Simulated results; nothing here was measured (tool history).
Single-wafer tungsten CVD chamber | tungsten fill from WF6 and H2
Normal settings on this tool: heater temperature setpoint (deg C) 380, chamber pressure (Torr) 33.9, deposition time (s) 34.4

| run | hour | heater temperature setpoint (deg C) | chamber pressure (Torr) | deposition time (s) | read-back reference wafer on the same gauge, thickness_nm | mean film thickness on the monitor wafer (nm) |
|---|---|---|---|---|---|---|
| 1 | 0 | 380 | 33.9 | 34.4 | 74.14 | 68.103 |
| 2 | 8.5 | 380 | 33.9 | 34.4 | 74.036 | 68.413 |
| 3 | 15.7 | 380 | 33.9 | 34.4 | 73.997 | 68.268 |
| 4 | 23.3 | 380 | 38.6 | 38.4 | 74.015 | 79.443 |
| 5 | 41 | 380 | 38.6 | 38.4 | 74.117 | 80.045 |
| 6 | 57.6 | 380 | 33.9 | 32.6 | 74.196 | 65.022 |
| 7 | 66 | 380 | 33.9 | 32.6 | 74.212 | 64.732 |
| 8 | 73.1 | 380 | 33.9 | 32.6 | 74.18 | 64.646 |
| 9 | 82.3 | 380 | 33.9 | 34.4 | 74.015 | 68.201 |
| 10 | 92.2 | 380 | 33.9 | 34.4 | 74.127 | 68.351 |
| 11 | 106.7 | 376 | 29.8 | 34.4 | 74.138 | 60.985 |
| 12 | 120.1 | 376 | 29.8 | 34.4 | 73.943 | 61.154 |
| 13 | 126.5 | 376 | 29.8 | 34.4 | 74.158 | 61.222 |
|  | 140.9 | showerhead replaced |
| 14 | 141.4 | 380 | 33.9 | 34.4 | 74.111 | 68.031 |
| 15 | 149.1 | 393 | 29.8 | 32.5 | 74.301 | 78.062 |
| 16 | 165.2 | 380 | 36.3 | 39.6 | 74.048 | 80.72 |
|  | 174 | thermocouple changed; heater temperature recalibrated |
| 17 | 180.2 | 380 | 33.9 | 34.4 | 74.222 | 64.514 |
| 18 | 189.3 | 380 | 38.6 | 38.4 | 74.229 | 74.766 |
|  | 197.7 | capacitance manometer re-zeroed and calibrated |
| 19 | 206.4 | 380 | 38.5 | 34.4 | 74.107 | 66.643 |
|  | 207.9 | gauge calibrated |
| 20 | 221.1 | 380 | 33.9 | 34.4 | 74.173 | 64.254 |
|  | 233.3 | thermocouple changed; heater temperature recalibrated, repeated, since the last time left the tool worse |
| 21 | 246.6 | 380 | 33.9 | 28.9 | 74.042 | 62.206 |
| 22 | 256.6 | 380 | 37.8 | 34.4 | 74.079 | 75.563 |
| 23 | 267.2 | 367 | 33.9 | 28 | 74.174 | 47.105 |
| 24 | 275.8 | 380 | 33.9 | 29 | 74.108 | 61.504 |
| 25 | 286.6 | 380 | 33.9 | 34.4 | 74.005 | 72.739 |
| 26 | 294.8 | 372 | 33.9 | 29.9 | 74.055 | 54.943 |
| 27 | 302.3 | 393 | 29.8 | 32.5 | 74.105 | 83.162 |
| 28 | 312.5 | 390 | 33.9 | 34.4 | 74.01 | 87.574 |
| 29 | 322 | 380 | 33.9 | 34.4 | 74.022 | 72.948 |

Hidden state, per run?
true pressure above the setpoint (%): 0, the same for each run
gauge reads high (%): 0, the same for each run
H1: wafer temperature above the value expected at the setpoint (K)
| run | H1 |
|---|---|
| 1 | -4.25 |
| 2 | -4.26 |
| 3 | -4.26 |
| 4 | -4.26 |
| 5 | -4.27 |
| 6 | -4.27 |
| 7 | -4.27 |
| 8 | -4.28 |
| 9 | -4.28 |
| 10 | -4.28 |
| 11 | -4.29 |
| 12 | -4.29 |
| 13 | -4.29 |
| 14 | -4.29 |
| 15 | -4.3 |
| 16 | -4.3 |
| 17 | -7.46 |
| 18 | -7.52 |
| 19 | -7.63 |
| 20 | -7.73 |
| 21 | -0.216 |
| 22 | -0.28 |
| 23 | -0.348 |
| 24 | -0.402 |
| 25 | -0.469 |
| 26 | -0.519 |
| 27 | -0.564 |
| 28 | -0.625 |
| 29 | -0.681 |
